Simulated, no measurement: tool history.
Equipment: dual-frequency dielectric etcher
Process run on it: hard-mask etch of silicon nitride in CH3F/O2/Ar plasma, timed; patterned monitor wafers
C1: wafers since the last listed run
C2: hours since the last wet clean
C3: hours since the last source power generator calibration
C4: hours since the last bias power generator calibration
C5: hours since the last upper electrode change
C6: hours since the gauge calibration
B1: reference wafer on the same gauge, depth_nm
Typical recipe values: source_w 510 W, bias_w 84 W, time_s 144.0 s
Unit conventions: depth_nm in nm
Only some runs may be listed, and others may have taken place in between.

Run 1, hour 0.0: usual settings; C1 0; C2 434.7; C3 1803.6; C4 3720.4; C5 2836.1; C6 18.1; B1 127.0. Result: depth_nm 117.0 nm.
Run 2, hour 16.8: usual settings; C1 134; C2 451.5; C3 1820.4; C4 3737.2; C5 2852.9; C6 34.9; B1 126.9. Result: depth_nm 116.1 nm.
Run 3, hour 23.7: usual settings; C1 55; C2 458.4; C3 1827.3; C4 3744.1; C5 2859.8; C6 41.8; B1 126.9. Result: depth_nm 116.3 nm.
Run 4, hour 41.0: usual settings but bias_w 97 W; C1 139; C2 475.7; C3 1844.6; C4 3761.4; C5 2877.1; C6 59.1; B1 127.1. Result: depth_nm 122.5 nm.
Run 5, hour 47.0: usual settings but bias_w 97 W; C1 48; C2 481.7; C3 1850.6; C4 3767.4; C5 2883.1; C6 65.1; B1 127.0. Result: depth_nm 122.6 nm.
At hour 53.5: bias power generator calibrated.
At hour 55.0: source power generator calibrated.
Run 6, hour 62.5: usual settings; C1 80; C2 497.2; C3 7.5; C4 9.0; C5 2898.6; C6 80.6; B1 126.9. Result: depth_nm 115.6 nm.
Run 7, hour 76.0: usual settings; C1 108; C2 510.7; C3 21.0; C4 22.5; C5 2912.1; C6 94.1; B1 127.0. Result: depth_nm 115.9 nm.
At hour 79.7: gauge calibrated.
At hour 114.7: wet clean of the chamber.
At hour 127.0: upper electrode replaced.
Run 8, hour 127.5: usual settings but time_s 186.0 s; C1 122; C2 12.8; C3 72.5; C4 74.0; C5 0.5; C6 47.8; B1 127.0. Result: depth_nm 156.1 nm.
Run 9, hour 127.8: usual settings but source_w 440 W, bias_w 68 W, time_s 127.5 s; C1 2; C2 13.1; C3 72.8; C4 74.3; C5 0.8; C6 48.1; B1 127.0. Result: depth_nm 94.1 nm.
Run 10, hour 128.2: usual settings but bias_w 74 W, time_s 129.5 s; C1 3; C2 13.5; C3 73.2; C4 74.7; C5 1.2; C6 48.5; B1 127.0. Result: depth_nm 104.4 nm.
Run 11, hour 132.0: usual settings but time_s 159.5 s; C1 30; C2 17.3; C3 77.0; C4 78.5; C5 5.0; C6 52.3; B1 127.1. Result: depth_nm 134.6 nm.
Run 12, hour 140.6: usual settings but time_s 177.0 s; C1 69; C2 25.9; C3 85.6; C4 87.1; C5 13.6; C6 60.9; B1 127.1. Result: depth_nm 149.1 nm.
Run 13, hour 154.2: usual settings but source_w 570 W, bias_w 78 W, time_s 168.5 s; C1 109; C2 39.5; C3 99.2; C4 100.7; C5 27.2; C6 74.5; B1 127.0. Result: depth_nm 145.0 nm.
Run 14, hour 166.7: usual settings but time_s 177.0 s; C1 100; C2 52.0; C3 111.7; C4 113.2; C5 39.7; C6 87.0; B1 127.0. Result: depth_nm 148.2 nm.
Run 15, hour 177.3: usual settings but source_w 400 W; C1 85; C2 62.6; C3 122.3; C4 123.8; C5 50.3; C6 97.6; B1 127.0. Result: depth_nm 108.7 nm.

Some steps in depth_nm, run to run, broken into two amounts with sign: the step expected even without the hidden condition (settings, incoming material, random variation), and the rest, left for the hidden condition together with whatever gauge scatter is not in both the measured and the hidden-condition-free result:
The hidden state here: etch rate over this chamber's usual, %; source power that arrives over what is set, %; bias power that arrives over what is set, %; gauge reads high (%).
Run 7 -> 8: time_s 144.0 -> 186.0, gauge calibrated, wet clean of the chamber, upper electrode replaced. depth_nm +40.2 nm: hidden state +5.2, all else +35.0.
Run 8 -> 9: source_w 510 -> 440, bias_w 84 -> 68, time_s 186.0 -> 127.5. depth_nm -62.0 nm: hidden state +0.2, all else -62.2.

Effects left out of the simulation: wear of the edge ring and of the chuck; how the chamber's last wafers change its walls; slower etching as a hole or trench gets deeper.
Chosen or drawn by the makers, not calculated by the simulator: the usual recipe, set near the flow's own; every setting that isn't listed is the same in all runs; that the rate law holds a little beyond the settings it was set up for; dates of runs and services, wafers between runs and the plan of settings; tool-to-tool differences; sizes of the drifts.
